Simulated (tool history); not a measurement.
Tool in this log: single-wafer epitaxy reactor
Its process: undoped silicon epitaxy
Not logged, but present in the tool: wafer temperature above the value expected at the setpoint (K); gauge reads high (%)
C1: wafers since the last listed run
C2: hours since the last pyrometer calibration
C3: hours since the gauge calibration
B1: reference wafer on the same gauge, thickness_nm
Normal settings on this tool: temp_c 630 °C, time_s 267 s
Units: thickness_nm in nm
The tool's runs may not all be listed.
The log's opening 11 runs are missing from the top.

{"run": 12, "day": 35.162, "temp_c": 630, "time_s": 267, "C1": 260, "C2": 378.5, "C3": 3051.2, "B1": 28.697, "thickness_nm": 28.144}
{"run": 13, "day": 36.708, "temp_c": 637, "time_s": 249, "C1": 194, "C2": 415.6, "C3": 3088.3, "B1": 28.718, "thickness_nm": 31.661}
{"run": 14, "day": 40.117, "temp_c": 630, "time_s": 240, "C1": 429, "C2": 497.4, "C3": 3170.1, "B1": 28.709, "thickness_nm": 25.064}
{"run": 15, "day": 43.988, "temp_c": 630, "time_s": 240, "C1": 487, "C2": 590.3, "C3": 3263.0, "B1": 28.698, "thickness_nm": 25.329}
{"run": 16, "day": 46.433, "temp_c": 630, "time_s": 247, "C1": 307, "C2": 649.0, "C3": 3321.7, "B1": 28.695, "thickness_nm": 26.039}
{"run": 17, "day": 49.346, "temp_c": 630, "time_s": 247, "C1": 366, "C2": 718.9, "C3": 3391.6, "B1": 28.721, "thickness_nm": 25.96}
{"run": 18, "day": 52.521, "temp_c": 630, "time_s": 267, "C1": 399, "C2": 795.1, "C3": 3467.8, "B1": 28.705, "thickness_nm": 27.989}
{"run": 19, "day": 55.408, "temp_c": 630, "time_s": 267, "C1": 363, "C2": 864.4, "C3": 3537.1, "B1": 28.669, "thickness_nm": 27.928}
{"day": 57.988, "done": "gauge calibrated"}
{"run": 20, "day": 58.279, "temp_c": 630, "time_s": 267, "C1": 361, "C2": 933.3, "C3": 7.0, "B1": 28.697, "thickness_nm": 27.962}
{"run": 21, "day": 60.504, "temp_c": 630, "time_s": 267, "C1": 280, "C2": 986.7, "C3": 60.4, "B1": 28.697, "thickness_nm": 28.351}
{"run": 22, "day": 62.325, "temp_c": 630, "time_s": 267, "C1": 229, "C2": 1030.4, "C3": 104.1, "B1": 28.704, "thickness_nm": 28.127}
{"run": 23, "day": 66.142, "temp_c": 637, "time_s": 267, "C1": 480, "C2": 1122.0, "C3": 195.7, "B1": 28.693, "thickness_nm": 33.718}
{"run": 24, "day": 69.238, "temp_c": 630, "time_s": 302, "C1": 389, "C2": 1196.3, "C3": 270.0, "B1": 28.699, "thickness_nm": 31.923}
{"run": 25, "day": 73.558, "temp_c": 645, "time_s": 251, "C1": 544, "C2": 1300.0, "C3": 373.7, "B1": 28.721, "thickness_nm": 39.051}
{"run": 26, "day": 78.812, "temp_c": 620, "time_s": 221, "C1": 661, "C2": 1426.1, "C3": 499.8, "B1": 28.713, "thickness_nm": 17.966}
{"run": 27, "day": 82.571, "temp_c": 630, "time_s": 247, "C1": 473, "C2": 1516.3, "C3": 590.0, "B1": 28.678, "thickness_nm": 26.053}
{"day": 84.9, "done": "pyrometer calibrated"}
{"run": 28, "day": 84.996, "temp_c": 630, "time_s": 267, "C1": 263, "C2": 2.3, "C3": 648.2, "B1": 28.701, "thickness_nm": 28.224}
{"run": 29, "day": 87.112, "temp_c": 630, "time_s": 267, "C1": 266, "C2": 53.1, "C3": 699.0, "B1": 28.716, "thickness_nm": 28.106}
{"run": 30, "day": 90.242, "temp_c": 630, "time_s": 267, "C1": 393, "C2": 128.2, "C3": 774.1, "B1": 28.7, "thickness_nm": 28.071}

What does the tool deliver on the next run?
{"run": 31, "day": 93.358, "temp_c": 620, "time_s": 230, "C1": 392, "C2": 203.0, "C3": 848.9, "B1": "?", "thickness_nm": "?"}

B1: 28.731
thickness_nm: 18.499 nm
If the tool had no hidden condition, the same run with the same run-to-run variation would have returned thickness_nm 18.499 nm.
